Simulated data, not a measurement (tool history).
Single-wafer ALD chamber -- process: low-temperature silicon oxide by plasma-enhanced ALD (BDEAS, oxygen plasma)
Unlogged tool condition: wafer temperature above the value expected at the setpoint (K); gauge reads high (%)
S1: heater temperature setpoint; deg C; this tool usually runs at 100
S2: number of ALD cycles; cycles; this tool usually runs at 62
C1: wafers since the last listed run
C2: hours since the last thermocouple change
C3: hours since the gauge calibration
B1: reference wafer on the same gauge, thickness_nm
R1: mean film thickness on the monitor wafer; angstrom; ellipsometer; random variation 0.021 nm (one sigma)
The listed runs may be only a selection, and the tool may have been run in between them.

{"run": 1, "day": 0.0, "S1": 100, "S2": 68, "C1": 0, "C2": 2046.8, "C3": 26, "B1": 10.191, "R1": 94.49}
{"run": 2, "day": 0.646, "S1": 100, "S2": 68, "C1": 65, "C2": 2062.3, "C3": 41.5, "B1": 10.182, "R1": 94.19}
{"run": 3, "day": 1.929, "S1": 100, "S2": 68, "C1": 130, "C2": 2093.1, "C3": 72.3, "B1": 10.192, "R1": 94.14}
{"run": 4, "day": 2.204, "S1": 100, "S2": 62, "C1": 27, "C2": 2099.7, "C3": 78.9, "B1": 10.192, "R1": 85.56}
{"run": 5, "day": 2.858, "S1": 100, "S2": 62, "C1": 66, "C2": 2115.4, "C3": 94.6, "B1": 10.19, "R1": 86.18}
{"run": 6, "day": 3.388, "S1": 100, "S2": 62, "C1": 53, "C2": 2128.1, "C3": 107.3, "B1": 10.198, "R1": 86.26}
{"run": 7, "day": 3.712, "S1": 100, "S2": 54, "C1": 33, "C2": 2135.9, "C3": 115.1, "B1": 10.19, "R1": 74.62}
{"run": 8, "day": 4.233, "S1": 100, "S2": 62, "C1": 53, "C2": 2148.4, "C3": 127.6, "B1": 10.192, "R1": 86.2}
{"run": 9, "day": 4.571, "S1": 100, "S2": 62, "C1": 34, "C2": 2156.5, "C3": 135.7, "B1": 10.195, "R1": 85.75}
{"run": 10, "day": 5.121, "S1": 100, "S2": 62, "C1": 55, "C2": 2169.7, "C3": 148.9, "B1": 10.191, "R1": 85.77}
{"run": 11, "day": 5.662, "S1": 94, "S2": 65, "C1": 55, "C2": 2182.7, "C3": 161.9, "B1": 10.201, "R1": 91.83}
{"day": 5.946, "done": "gauge calibrated"}
{"run": 12, "day": 5.979, "S1": 94, "S2": 65, "C1": 32, "C2": 2190.3, "C3": 0.8, "B1": 10.194, "R1": 91.82}
{"run": 13, "day": 6.65, "S1": 111, "S2": 62, "C1": 68, "C2": 2206.4, "C3": 16.9, "B1": 10.197, "R1": 84.33}
{"day": 7.558, "done": "thermocouple changed; heater temperature recalibrated"}
{"run": 14, "day": 7.579, "S1": 100, "S2": 62, "C1": 60, "C2": 0.5, "C3": 39.2, "B1": 10.187, "R1": 85.83}
{"run": 15, "day": 7.779, "S1": 112, "S2": 58, "C1": 20, "C2": 5.3, "C3": 44, "B1": 10.19, "R1": 78.7}
{"run": 16, "day": 8.45, "S1": 106, "S2": 72, "C1": 68, "C2": 21.4, "C3": 60.1, "B1": 10.184, "R1": 98.59}
{"run": 17, "day": 8.971, "S1": 100, "S2": 72, "C1": 53, "C2": 33.9, "C3": 72.6, "B1": 10.184, "R1": 99.65}
{"run": 18, "day": 9.496, "S1": 100, "S2": 62, "C1": 53, "C2": 46.5, "C3": 85.2, "B1": 10.204, "R1": 86.35}
{"run": 19, "day": 9.992, "S1": 105, "S2": 73, "C1": 50, "C2": 58.4, "C3": 97.1, "B1": 10.204, "R1": 100.58}
{"run": 20, "day": 10.621, "S1": 106, "S2": 71, "C1": 64, "C2": 73.5, "C3": 112.2, "B1": 10.186, "R1": 97.77}
{"run": 21, "day": 11.125, "S1": 100, "S2": 73, "C1": 51, "C2": 85.6, "C3": 124.3, "B1": 10.188, "R1": 100.72}
{"run": 22, "day": 11.508, "S1": 100, "S2": 68, "C1": 39, "C2": 94.8, "C3": 133.5, "B1": 10.185, "R1": 94.12}

Forecast run 23:
{"run": 23, "day": 12.146, "S1": 96, "S2": 74, "C1": 64, "C2": 110.1, "C3": 148.8, "B1": "?", "R1": "?"}

B1: 10.189
R1: 103.63 angstrom
Had the tool carried no hidden state, the very same run would have given R1 103.63 angstrom.
